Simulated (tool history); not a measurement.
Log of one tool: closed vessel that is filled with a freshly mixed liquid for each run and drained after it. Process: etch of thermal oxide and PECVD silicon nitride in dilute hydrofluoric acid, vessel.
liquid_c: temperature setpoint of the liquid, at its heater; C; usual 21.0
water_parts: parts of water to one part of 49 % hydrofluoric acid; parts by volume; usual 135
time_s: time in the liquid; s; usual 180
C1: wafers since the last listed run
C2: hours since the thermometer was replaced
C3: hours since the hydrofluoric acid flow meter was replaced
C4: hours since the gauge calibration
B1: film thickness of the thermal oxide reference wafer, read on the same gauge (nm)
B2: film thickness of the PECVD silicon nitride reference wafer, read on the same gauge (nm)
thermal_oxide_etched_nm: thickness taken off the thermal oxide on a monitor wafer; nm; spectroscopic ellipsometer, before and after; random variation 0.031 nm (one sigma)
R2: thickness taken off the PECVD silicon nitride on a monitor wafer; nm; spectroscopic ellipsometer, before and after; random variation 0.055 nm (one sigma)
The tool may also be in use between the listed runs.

{"run": 1, "hour": 0.0, "liquid_c": 18.0, "water_parts": 135, "time_s": 180, "C1": 0, "C2": 1000.1, "C3": 9.1, "C4": 117.2, "B1": 40.01, "B2": 90.01, "thermal_oxide_etched_nm": 4.94, "R2": 4.63}
{"run": 2, "hour": 17.0, "liquid_c": 22.0, "water_parts": 160, "time_s": 180, "C1": 2048, "C2": 1017.1, "C3": 26.1, "C4": 134.2, "B1": 39.97, "B2": 90.0, "thermal_oxide_etched_nm": 4.73, "R2": 5.09}
{"hour": 27.4, "done": "thermometer replaced"}
{"run": 3, "hour": 30.2, "liquid_c": 21.0, "water_parts": 135, "time_s": 145, "C1": 1470, "C2": 2.8, "C3": 39.3, "C4": 147.4, "B1": 40.03, "B2": 90.0, "thermal_oxide_etched_nm": 4.24, "R2": 4.16}
{"run": 4, "hour": 42.9, "liquid_c": 21.0, "water_parts": 135, "time_s": 145, "C1": 1530, "C2": 15.5, "C3": 52.0, "C4": 160.1, "B1": 40.0, "B2": 90.02, "thermal_oxide_etched_nm": 4.23, "R2": 4.24}
{"run": 5, "hour": 53.6, "liquid_c": 21.0, "water_parts": 135, "time_s": 145, "C1": 1289, "C2": 26.2, "C3": 62.7, "C4": 170.8, "B1": 40.0, "B2": 90.0, "thermal_oxide_etched_nm": 4.17, "R2": 4.12}
{"run": 6, "hour": 63.9, "liquid_c": 21.0, "water_parts": 135, "time_s": 180, "C1": 1241, "C2": 36.5, "C3": 73.0, "C4": 181.1, "B1": 39.98, "B2": 89.98, "thermal_oxide_etched_nm": 5.2, "R2": 5.21}
{"run": 7, "hour": 77.3, "liquid_c": 21.0, "water_parts": 135, "time_s": 180, "C1": 1614, "C2": 49.9, "C3": 86.4, "C4": 194.5, "B1": 40.0, "B2": 90.0, "thermal_oxide_etched_nm": 5.27, "R2": 5.17}
{"run": 8, "hour": 87.2, "liquid_c": 18.0, "water_parts": 70, "time_s": 180, "C1": 1193, "C2": 59.8, "C3": 96.3, "C4": 204.4, "B1": 39.98, "B2": 89.98, "thermal_oxide_etched_nm": 9.4, "R2": 7.8}
{"run": 9, "hour": 95.2, "liquid_c": 21.0, "water_parts": 100, "time_s": 180, "C1": 964, "C2": 67.8, "C3": 104.3, "C4": 212.4, "B1": 40.02, "B2": 90.02, "thermal_oxide_etched_nm": 7.28, "R2": 6.97}
{"run": 10, "hour": 112.7, "liquid_c": 21.0, "water_parts": 135, "time_s": 180, "C1": 2108, "C2": 85.3, "C3": 121.8, "C4": 229.9, "B1": 39.98, "B2": 90.01, "thermal_oxide_etched_nm": 5.25, "R2": 5.21}
{"run": 11, "hour": 119.3, "liquid_c": 21.0, "water_parts": 135, "time_s": 180, "C1": 795, "C2": 91.9, "C3": 128.4, "C4": 236.5, "B1": 40.03, "B2": 89.99, "thermal_oxide_etched_nm": 5.24, "R2": 5.18}
{"run": 12, "hour": 127.8, "liquid_c": 23.0, "water_parts": 100, "time_s": 95, "C1": 1024, "C2": 100.4, "C3": 136.9, "C4": 245.0, "B1": 40.0, "B2": 90.0, "thermal_oxide_etched_nm": 4.15, "R2": 4.22}
{"hour": 128.9, "done": "gauge calibrated"}
{"hour": 144.5, "done": "thermometer replaced, repeated, since the last time left the tool worse"}
{"run": 13, "hour": 145.0, "liquid_c": 21.0, "water_parts": 135, "time_s": 180, "C1": 1952, "C2": 0.5, "C3": 154.1, "C4": 16.1, "B1": 40.0, "B2": 90.02, "thermal_oxide_etched_nm": 5.91, "R2": 6.43}
{"run": 14, "hour": 155.0, "liquid_c": 21.0, "water_parts": 135, "time_s": 180, "C1": 1205, "C2": 10.5, "C3": 164.1, "C4": 26.1, "B1": 40.03, "B2": 89.99, "thermal_oxide_etched_nm": 5.89, "R2": 6.48}
{"run": 15, "hour": 167.8, "liquid_c": 21.0, "water_parts": 185, "time_s": 280, "C1": 1542, "C2": 23.3, "C3": 176.9, "C4": 38.9, "B1": 39.99, "B2": 89.98, "thermal_oxide_etched_nm": 6.37, "R2": 7.21}
{"run": 16, "hour": 178.3, "liquid_c": 17.5, "water_parts": 135, "time_s": 180, "C1": 1265, "C2": 33.8, "C3": 187.4, "C4": 49.4, "B1": 40.02, "B2": 90.03, "thermal_oxide_etched_nm": 5.12, "R2": 5.04}
{"run": 17, "hour": 189.4, "liquid_c": 26.0, "water_parts": 135, "time_s": 95, "C1": 1337, "C2": 44.9, "C3": 198.5, "C4": 60.5, "B1": 39.99, "B2": 90.0, "thermal_oxide_etched_nm": 3.76, "R2": 4.63}
{"run": 18, "hour": 238.3, "liquid_c": 21.0, "water_parts": 100, "time_s": 180, "C1": 5892, "C2": 93.8, "C3": 247.4, "C4": 109.4, "B1": 39.98, "B2": 89.98, "thermal_oxide_etched_nm": 8.2, "R2": 8.63}
{"run": 19, "hour": 244.9, "liquid_c": 25.5, "water_parts": 135, "time_s": 180, "C1": 795, "C2": 100.4, "C3": 254.0, "C4": 116.0, "B1": 39.98, "B2": 90.0, "thermal_oxide_etched_nm": 7.01, "R2": 8.48}
{"run": 20, "hour": 253.8, "liquid_c": 21.0, "water_parts": 70, "time_s": 255, "C1": 1072, "C2": 109.3, "C3": 262.9, "C4": 124.9, "B1": 40.03, "B2": 90.0, "thermal_oxide_etched_nm": 17.32, "R2": 16.92}
{"run": 21, "hour": 265.1, "liquid_c": 22.5, "water_parts": 110, "time_s": 180, "C1": 1361, "C2": 120.6, "C3": 274.2, "C4": 136.2, "B1": 40.04, "B2": 89.99, "thermal_oxide_etched_nm": 7.9, "R2": 8.38}
{"run": 22, "hour": 279.3, "liquid_c": 19.0, "water_parts": 135, "time_s": 120, "C1": 1711, "C2": 134.8, "C3": 288.4, "C4": 150.4, "B1": 39.99, "B2": 90.01, "thermal_oxide_etched_nm": 3.59, "R2": 3.62}
{"run": 23, "hour": 294.8, "liquid_c": 17.0, "water_parts": 80, "time_s": 215, "C1": 1867, "C2": 150.3, "C3": 303.9, "C4": 165.9, "B1": 39.97, "B2": 90.02, "thermal_oxide_etched_nm": 10.72, "R2": 9.49}
{"run": 24, "hour": 303.6, "liquid_c": 21.0, "water_parts": 185, "time_s": 125, "C1": 1060, "C2": 159.1, "C3": 312.7, "C4": 174.7, "B1": 40.04, "B2": 90.01, "thermal_oxide_etched_nm": 2.82, "R2": 3.2}
{"run": 25, "hour": 310.5, "liquid_c": 21.0, "water_parts": 180, "time_s": 245, "C1": 831, "C2": 166.0, "C3": 319.6, "C4": 181.6, "B1": 39.99, "B2": 90.0, "thermal_oxide_etched_nm": 5.66, "R2": 6.35}
{"run": 26, "hour": 324.9, "liquid_c": 21.0, "water_parts": 135, "time_s": 180, "C1": 1735, "C2": 180.4, "C3": 334.0, "C4": 196.0, "B1": 39.96, "B2": 90.0, "thermal_oxide_etched_nm": 5.89, "R2": 6.27}
{"run": 27, "hour": 334.7, "liquid_c": 21.0, "water_parts": 135, "time_s": 140, "C1": 1180, "C2": 190.2, "C3": 343.8, "C4": 205.8, "B1": 40.01, "B2": 89.99, "thermal_oxide_etched_nm": 4.58, "R2": 4.77}

Measured less the same run without the tool's hidden state. The same run-to-run variation is in both; the gauge's scatter may not be:
The hidden state here: liquid colder than its thermometer reads (K); hydrofluoric acid flow above the setpoint (%); gauge reads high (%).
run=1 thermal_oxide_etched_nm=-0.35 R2=-0.56
run=2 thermal_oxide_etched_nm=-0.32 R2=-0.60
run=3 thermal_oxide_etched_nm=-0.56 R2=-0.97
run=4 thermal_oxide_etched_nm=-0.56 R2=-0.99
run=5 thermal_oxide_etched_nm=-0.55 R2=-0.97
run=6 thermal_oxide_etched_nm=-0.70 R2=-1.23
run=7 thermal_oxide_etched_nm=-0.71 R2=-1.23
run=8 thermal_oxide_etched_nm=-1.38 R2=-1.96
run=9 thermal_oxide_etched_nm=-1.02 R2=-1.70
run=10 thermal_oxide_etched_nm=-0.73 R2=-1.26
run=11 thermal_oxide_etched_nm=-0.73 R2=-1.26
run=12 thermal_oxide_etched_nm=-0.58 R2=-1.03
run=13 thermal_oxide_etched_nm=-0.02 R2=-0.04
run=14 thermal_oxide_etched_nm=-0.03 R2=-0.04
run=15 thermal_oxide_etched_nm=-0.03 R2=-0.06
run=16 thermal_oxide_etched_nm=-0.03 R2=-0.04
run=17 thermal_oxide_etched_nm=-0.02 R2=-0.04
run=18 thermal_oxide_etched_nm=-0.08 R2=-0.13
run=19 thermal_oxide_etched_nm=-0.06 R2=-0.13
run=20 thermal_oxide_etched_nm=-0.18 R2=-0.28
run=21 thermal_oxide_etched_nm=-0.08 R2=-0.14
run=22 thermal_oxide_etched_nm=-0.05 R2=-0.07
run=23 thermal_oxide_etched_nm=-0.14 R2=-0.20
run=24 thermal_oxide_etched_nm=-0.04 R2=-0.07
run=25 thermal_oxide_etched_nm=-0.07 R2=-0.14
run=26 thermal_oxide_etched_nm=-0.08 R2=-0.14
run=27 thermal_oxide_etched_nm=-0.06 R2=-0.12

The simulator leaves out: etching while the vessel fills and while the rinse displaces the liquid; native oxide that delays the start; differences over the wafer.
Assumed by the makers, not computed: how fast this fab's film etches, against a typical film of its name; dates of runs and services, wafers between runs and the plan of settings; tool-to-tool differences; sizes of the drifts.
